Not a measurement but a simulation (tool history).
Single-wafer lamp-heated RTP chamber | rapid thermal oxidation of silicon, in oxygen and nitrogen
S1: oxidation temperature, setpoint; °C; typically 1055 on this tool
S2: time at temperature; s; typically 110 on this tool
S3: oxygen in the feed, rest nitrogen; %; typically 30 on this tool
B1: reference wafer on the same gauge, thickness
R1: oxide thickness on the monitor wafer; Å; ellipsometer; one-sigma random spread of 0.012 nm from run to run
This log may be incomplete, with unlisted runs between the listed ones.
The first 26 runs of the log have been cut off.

run 27 hour=1515.1 | S1=1071 S2=66 S3=55 | B1=8.494 | R1=85.87
run 28 hour=1587.0 | S1=1055 S2=110 S3=30 | B1=8.491 | R1=78.47
run 29 hour=1652.0 | S1=1055 S2=94 S3=41 | B1=8.493 | R1=82.15
run 30 hour=1678.2 | S1=1055 S2=91 S3=44 | B1=8.491 | R1=83.08
run 31 hour=1711.3 | S1=1079 S2=110 S3=49 | B1=8.494 | R1=110.44
run 32 hour=1766.1 | S1=1046 S2=126 S3=22 | B1=8.485 | R1=70.84
run 33 hour=1837.2 | S1=1036 S2=144 S3=30 | B1=8.489 | R1=78.42
-- hour=1899.9 pyrometer window cleaned and pyrometer calibrated
run 34 hour=1909.0 | S1=1034 S2=86 S3=39 | B1=8.483 | R1=66.22
run 35 hour=1979.1 | S1=1055 S2=110 S3=30 | B1=8.491 | R1=78.37
run 36 hour=2005.3 | S1=1055 S2=110 S3=30 | B1=8.493 | R1=78.47
run 37 hour=2031.8 | S1=1077 S2=155 S3=54 | B1=8.494 | R1=131.54
run 38 hour=2096.0 | S1=1055 S2=150 S3=30 | B1=8.490 | R1=90.62

Here are 3 independent what-if runs from the current tool condition. What would each one return?
run A hour=2096.5 | S1=1055 S2=110 S3=30 | B1=? | R1=?
run B hour=2096.5 | S1=1036 S2=77 S3=30 | B1=? | R1=?
run C hour=2096.5 | S1=1026 S2=93 S3=17 | B1=? | R1=?

run=A B1=8.496 R1=78.97
run=B B1=8.496 R1=59.31
run=C B1=8.496 R1=49.76
What these runs would have given with no unlogged condition in the tool:
run=A R1=77.42
run=B R1=58.14
run=C R1=48.81
